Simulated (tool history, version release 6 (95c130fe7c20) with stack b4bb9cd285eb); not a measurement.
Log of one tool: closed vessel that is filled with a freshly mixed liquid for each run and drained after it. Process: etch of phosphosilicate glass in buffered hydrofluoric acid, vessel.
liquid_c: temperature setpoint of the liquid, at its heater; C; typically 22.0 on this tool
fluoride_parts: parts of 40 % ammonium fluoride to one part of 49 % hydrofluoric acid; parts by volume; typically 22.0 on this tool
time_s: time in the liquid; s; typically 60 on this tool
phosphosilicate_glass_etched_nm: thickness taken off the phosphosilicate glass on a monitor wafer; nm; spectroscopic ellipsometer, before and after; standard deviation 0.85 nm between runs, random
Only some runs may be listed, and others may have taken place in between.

run	hour	liquid_c	fluoride_parts	time_s	wafers since the last listed run	hours since the thermometer was replaced	hours since the hydrofluoric acid flow meter was replaced	hours since the gauge calibration	read-back film thickness of the phosphosilicate glass reference wafer, read on the same gauge (nm)	phosphosilicate_glass_etched_nm
1	0.0	22.0	22.0	60	0	763.7	1302.5	1648.1	150.01	157.73
2	28.8	25.0	22.0	60	4106	792.5	1331.3	1676.9	149.99	185.06
3	57.1	25.0	22.0	60	4035	820.8	1359.6	1705.2	150.01	186.94
4	94.3	18.5	22.0	60	5304	858.0	1396.8	1742.4	150.00	129.10
# hour 130.8: gauge calibrated
5	162.2	22.0	22.0	60	9682	925.9	1464.7	31.4	149.99	157.62
6	190.9	22.0	22.0	60	4092	954.6	1493.4	60.1	149.99	156.70
7	229.8	22.0	22.0	60	5547	993.5	1532.3	99.0	149.99	157.36
8	287.9	22.0	22.0	60	8285	1051.6	1590.4	157.1	150.01	156.09
9	411.4	22.0	22.0	60	17611	1175.1	1713.9	280.6	149.98	159.36
10	454.5	22.0	22.0	60	6146	1218.2	1757.0	323.7	149.98	157.14
11	493.3	18.0	22.0	60	5532	1257.0	1795.8	362.5	150.02	125.70
# hour 518.5: hydrofluoric acid flow meter replaced
12	537.6	18.0	22.0	60	6174	1301.3	19.1	406.8	149.99	135.98
13	565.8	25.0	16.5	60	4021	1329.5	47.3	435.0	149.99	256.74
14	606.9	18.5	18.0	70	5860	1370.6	88.4	476.1	149.99	191.82
15	634.4	20.5	14.0	30	3921	1398.1	115.9	503.6	150.01	117.71
16	670.9	25.0	15.5	60	5204	1434.6	152.4	540.1	150.00	273.45
17	695.3	22.0	22.0	60	3479	1459.0	176.8	564.5	149.99	170.07
18	736.1	22.0	22.0	60	5818	1499.8	217.6	605.3	149.99	169.44
# hour 827.9: thermometer replaced
19	859.4	22.0	22.0	85	17440	31.5	340.9	728.6	150.01	224.37
20	893.5	23.5	30.0	60	4862	65.6	375.0	762.7	150.01	138.84
21	941.8	22.0	22.0	90	6887	113.9	423.3	811.0	149.98	241.04
22	999.9	22.0	22.0	60	8285	172.0	481.4	869.1	150.00	158.56
23	1049.5	22.0	22.0	60	7072	221.6	531.0	918.7	150.01	159.06
24	1111.8	27.0	22.0	60	8884	283.9	593.3	981.0	149.99	208.63
25	1144.1	20.5	14.0	30	4605	316.2	625.6	1013.3	149.99	109.55
26	1195.2	19.5	22.0	60	7286	367.3	676.7	1064.4	149.99	138.20
27	1230.3	23.5	25.0	85	5005	402.4	711.8	1099.5	150.01	226.37
28	1289.8	18.5	15.5	95	8484	461.9	771.3	1159.0	150.01	278.89
29	1316.3	17.5	22.0	60	3778	488.4	797.8	1185.5	150.00	122.60
30	1343.6	20.5	14.0	30	3892	515.7	825.1	1212.8	150.00	110.18
31	1405.5	22.0	22.0	60	8826	577.6	887.0	1274.7	150.00	158.87
32	1454.4	22.0	22.0	60	6973	626.5	935.9	1323.6	150.00	159.12

Alternative continuations, all from the tool just after run 32; predict every row:
A	1455.1	22.0	22.0	60	99	627.2	936.6	1324.3	?	?
B	1455.1	22.0	28.5	60	99	627.2	936.6	1324.3	?	?
C	1455.1	19.5	15.0	90	99	627.2	936.6	1324.3	?	?
D	1455.1	18.0	30.0	50	99	627.2	936.6	1324.3	?	?

run	read-back film thickness of the phosphosilicate glass reference wafer, read on the same gauge (nm)	phosphosilicate_glass_etched_nm
A	150.01	157.59
B	150.01	131.83
C	150.01	287.69
D	150.01	83.56
With the hidden condition removed and each run's random variation left untouched, the same runs would have given:
run	phosphosilicate_glass_etched_nm
A	157.69
B	131.90
C	291.73
D	84.67
